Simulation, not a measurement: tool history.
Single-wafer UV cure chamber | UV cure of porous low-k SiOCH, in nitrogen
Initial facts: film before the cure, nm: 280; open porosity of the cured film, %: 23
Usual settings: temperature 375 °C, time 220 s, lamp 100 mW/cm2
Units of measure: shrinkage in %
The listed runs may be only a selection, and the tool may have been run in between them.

run,hour,temperature,time,lamp,wafers since the last listed run,hours since the UV bulbs were replaced,wafers since the quartz window was cleaned,shrinkage
1,0,375,220,100,0,1260.7,1611,11.021
2,13.6,375,220,100,129,1274.3,1740,10.894
3,35.1,375,220,100,204,1295.8,1944,10.921
4,60.9,375,220,100,245,1321.6,2190,10.895
5,78.3,375,165,100,165,1339,2355,9.742
6,94.7,375,165,100,155,1355.4,2511,9.632
# hour 119.5: quartz window cleaned
7,120,375,165,100,164,1380.7,4,9.684
8,149.3,360,220,100,278,1410,282,10.27
9,176.7,360,220,100,260,1437.4,543,10.482
10,206.2,375,220,100,280,1466.9,823,10.765
11,218.8,375,220,100,119,1479.5,943,10.715
12,248.4,382,220,100,281,1509.1,1224,10.477
13,261.6,382,220,100,125,1522.3,1349,10.87
14,314.1,375,220,100,498,1574.8,1848,10.602
15,341.7,375,220,100,262,1602.4,2111,10.543
# hour 353: quartz window cleaned
16,364.4,375,220,100,139,1625.1,108,10.677
17,394,375,120,112,281,1654.7,389,8.176
18,407.7,375,120,112,130,1668.4,519,8.227
19,502.5,375,220,100,900,1763.2,1420,10.307
20,549.5,375,220,100,446,1810.2,1867,10.264
# hour 562.6: UV bulbs replaced
# hour 575.4: quartz window cleaned
21,575.9,375,135,100,98,13.3,5,9.714
22,594.7,375,220,100,178,32.1,183,12.028
23,619.6,375,220,100,236,57,420,11.794
24,634.4,375,130,71,140,71.8,561,7.884
25,667.1,375,220,100,310,104.5,871,11.659
26,702,385,170,85,331,139.4,1203,10.062
27,724.8,362,165,100,216,162.2,1420,10.192
28,747.8,389,280,136,218,185.2,1638,14.948
29,771.9,375,220,100,229,209.3,1867,11.926
30,798.1,368,125,133,248,235.5,2116,10.168
31,813,384,220,83,141,250.4,2258,10.984
32,846.8,375,220,100,321,284.2,2579,11.937
# hour 861.8: quartz window cleaned
33,874.3,375,120,112,185,311.7,118,9.38
34,886.9,386,220,136,119,324.3,238,13.485
35,905.6,375,220,100,177,343,416,11.902
36,935.6,375,255,100,285,373,701,12.626
37,958.5,365,270,129,217,395.9,918,13.496
38,1045.3,375,160,73,824,482.7,1743,8.843
39,1071.8,375,330,64,251,509.2,1995,11.532
40,1099.6,380,275,100,264,537,2259,12.923
# hour 1107.8: quartz window cleaned
41,1112.5,361,220,123,46,549.9,44,12.515
42,1133.6,375,220,100,200,571,245,11.762
43,1161.4,375,220,100,264,598.8,509,11.591
44,1195.8,375,130,100,326,633.2,836,9.242
45,1238.8,375,220,100,408,676.2,1244,11.413
46,1262.4,394,175,63,224,699.8,1469,8.946
47,1296.2,375,220,100,321,733.6,1790,11.65

4 ways to go on from here, each from the tool as it stands after run 47. What would each give?
A,1296.6,375,220,100,3,734,1794,?
B,1296.6,359,220,100,3,734,1794,?
C,1296.6,363,155,118,3,734,1794,?
D,1296.6,360,345,100,3,734,1794,?

run,shrinkage
A,11.464
B,11.154
C,10.399
D,13.272
Without the tool's hidden state the same runs would have given:
run,shrinkage
A,11.757
B,11.445
C,10.685
D,13.576
